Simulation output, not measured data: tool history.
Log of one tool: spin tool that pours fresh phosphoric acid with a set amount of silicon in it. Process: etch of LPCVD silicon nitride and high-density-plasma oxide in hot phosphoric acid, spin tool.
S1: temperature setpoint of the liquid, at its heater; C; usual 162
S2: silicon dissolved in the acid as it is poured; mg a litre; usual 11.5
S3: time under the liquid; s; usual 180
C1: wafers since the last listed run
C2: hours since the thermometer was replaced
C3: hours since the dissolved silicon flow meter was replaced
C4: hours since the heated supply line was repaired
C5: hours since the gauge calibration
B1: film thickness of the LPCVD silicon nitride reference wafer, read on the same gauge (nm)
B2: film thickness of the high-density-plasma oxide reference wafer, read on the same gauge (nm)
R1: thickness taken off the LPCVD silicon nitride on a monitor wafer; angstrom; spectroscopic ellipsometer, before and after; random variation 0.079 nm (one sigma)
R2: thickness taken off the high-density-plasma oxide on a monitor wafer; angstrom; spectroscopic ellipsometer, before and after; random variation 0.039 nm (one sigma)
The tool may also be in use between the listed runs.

{"run": 1, "hour": 0.0, "S1": 162, "S2": 6, "S3": 180, "C1": 0, "C2": 915.3, "C3": 681, "C4": 1487.6, "C5": 416.2, "B1": 80, "B2": 109.974, "R1": 128.6, "R2": 4.47}
{"run": 2, "hour": 8.7, "S1": 164, "S2": 11.5, "S3": 145, "C1": 41, "C2": 924, "C3": 689.7, "C4": 1496.3, "C5": 424.9, "B1": 80.01, "B2": 110.005, "R1": 110.6, "R2": 3.44}
{"run": 3, "hour": 17.9, "S1": 162, "S2": 11.5, "S3": 180, "C1": 44, "C2": 933.2, "C3": 698.9, "C4": 1505.5, "C5": 434.1, "B1": 80.01, "B2": 110.014, "R1": 130.4, "R2": 4.14}
{"run": 4, "hour": 35.7, "S1": 162, "S2": 11.5, "S3": 180, "C1": 85, "C2": 951, "C3": 716.7, "C4": 1523.3, "C5": 451.9, "B1": 80, "B2": 110, "R1": 130.1, "R2": 4.71}
{"run": 5, "hour": 50.2, "S1": 162, "S2": 11.5, "S3": 180, "C1": 69, "C2": 965.5, "C3": 731.2, "C4": 1537.8, "C5": 466.4, "B1": 80, "B2": 110.003, "R1": 128.2, "R2": 3.56}
{"hour": 56.6, "done": "heated supply line repaired"}
{"hour": 59.5, "done": "thermometer replaced"}
{"run": 6, "hour": 60.8, "S1": 164.5, "S2": 11.5, "S3": 180, "C1": 41, "C2": 1.3, "C3": 741.8, "C4": 4.2, "C5": 477, "B1": 79.98, "B2": 110.01, "R1": 150.1, "R2": 5.97}
{"run": 7, "hour": 78.7, "S1": 159, "S2": 11.5, "S3": 180, "C1": 85, "C2": 19.2, "C3": 759.7, "C4": 22.1, "C5": 494.9, "B1": 80.01, "B2": 110.002, "R1": 125.9, "R2": 3.44}
{"run": 8, "hour": 113.7, "S1": 162, "S2": 3, "S3": 180, "C1": 167, "C2": 54.2, "C3": 794.7, "C4": 57.1, "C5": 529.9, "B1": 80, "B2": 110.001, "R1": 139.4, "R2": 5.64}
{"run": 9, "hour": 131.6, "S1": 164, "S2": 11.5, "S3": 180, "C1": 85, "C2": 72.1, "C3": 812.6, "C4": 75, "C5": 547.8, "B1": 80.01, "B2": 109.99, "R1": 147.8, "R2": 5.34}
{"hour": 175.4, "done": "dissolved silicon flow meter replaced"}
{"run": 10, "hour": 175.9, "S1": 165, "S2": 11.5, "S3": 125, "C1": 207, "C2": 116.4, "C3": 0.5, "C4": 119.3, "C5": 592.1, "B1": 79.98, "B2": 110.009, "R1": 105.6, "R2": 3.81}

The next listed run, before its measurement:
{"run": 11, "hour": 187.2, "S1": 162, "S2": 11.5, "S3": 95, "C1": 54, "C2": 127.7, "C3": 11.8, "C4": 130.6, "C5": 603.4, "B1": "?", "B2": "?", "R1": "?", "R2": "?"}

Run 11 gave B1 80, B2 109.99, R1 73.2 angstrom, R2 2.5 angstrom.
Without the tool's hidden state the same run would have given R1 72.7 angstrom, R2 2.47 angstrom.

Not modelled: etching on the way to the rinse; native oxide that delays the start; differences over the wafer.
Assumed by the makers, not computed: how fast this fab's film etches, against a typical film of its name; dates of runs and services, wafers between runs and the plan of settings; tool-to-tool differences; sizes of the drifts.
